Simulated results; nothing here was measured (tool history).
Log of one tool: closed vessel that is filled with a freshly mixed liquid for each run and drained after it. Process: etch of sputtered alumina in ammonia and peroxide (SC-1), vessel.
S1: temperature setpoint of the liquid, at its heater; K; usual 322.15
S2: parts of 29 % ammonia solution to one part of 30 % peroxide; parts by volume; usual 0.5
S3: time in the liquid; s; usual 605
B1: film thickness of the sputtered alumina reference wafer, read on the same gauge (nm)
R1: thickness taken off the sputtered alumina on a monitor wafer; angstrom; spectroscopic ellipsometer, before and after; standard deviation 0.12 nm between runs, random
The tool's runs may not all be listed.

run	hour	S1	S2	S3	B1	R1
1	0	322.15	0.5	605	90	276.8
2	83.8	322.15	0.5	605	90	274.6
3	147.3	317.15	0.5	605	89.99	209.8
4	222.4	317.15	0.5	605	90	209.9
5	279.7	322.15	0.5	605	90.01	278.4
6	344.1	322.15	0.5	605	89.99	277.1
7	427.6	322.15	0.5	605	90.02	275.4
8	475.5	328.15	0.5	320	90.01	203.5
9	576	328.15	0.5	320	90.03	203.7
# hour 577.9: new drum of ammonia solution connected
10	629.8	322.15	0.5	605	89.99	279.5
# hour 630.9: thermometer replaced
11	682.5	322.15	0.5	605	90.01	290.7
# hour 769.1: gauge calibrated
12	789.9	322.15	0.5	390	89.98	188.3
# hour 823.3: thermometer replaced, repeated, since the last time left the tool worse
13	838.9	318.15	0.6	375	89.99	132.9
14	879.1	313.15	0.45	355	90.01	91.9
15	961.2	322.15	0.5	605	90.02	264
# hour 1009.3: ammonia flow meter replaced
16	1068.4	325.65	0.65	830	90	454.1
17	1126.3	322.15	0.5	605	90	267.3
18	1208.8	313.15	0.3	345	90	86.4
# hour 1283.7: new drum of ammonia solution connected
19	1294	322.15	0.25	920	90	382.6
20	1370.3	322.15	0.7	605	90.02	276.5
21	1445.8	322.15	0.65	605	90	275.4
22	1516	322.15	0.5	405	89.99	178.9
23	1583.8	322.15	0.35	250	90	107.5

Predict each of these 5 candidate next runs independently; none follows another, all start after run 23:
A	1584.6	322.15	0.35	605	?	?
B	1584.6	328.15	0.4	605	?	?
C	1584.6	317.15	0.5	270	?	?
D	1584.6	322.15	0.5	825	?	?
E	1584.6	329.15	0.7	835	?	?

run	B1	R1
A	90.01	261.5
B	90.01	366.5
C	90.01	91.1
D	90.01	368.9
E	90.01	562.2
Without the tool's hidden state the same runs would have given:
run	R1
A	257.6
B	361.2
C	89.7
D	363.4
E	554.3
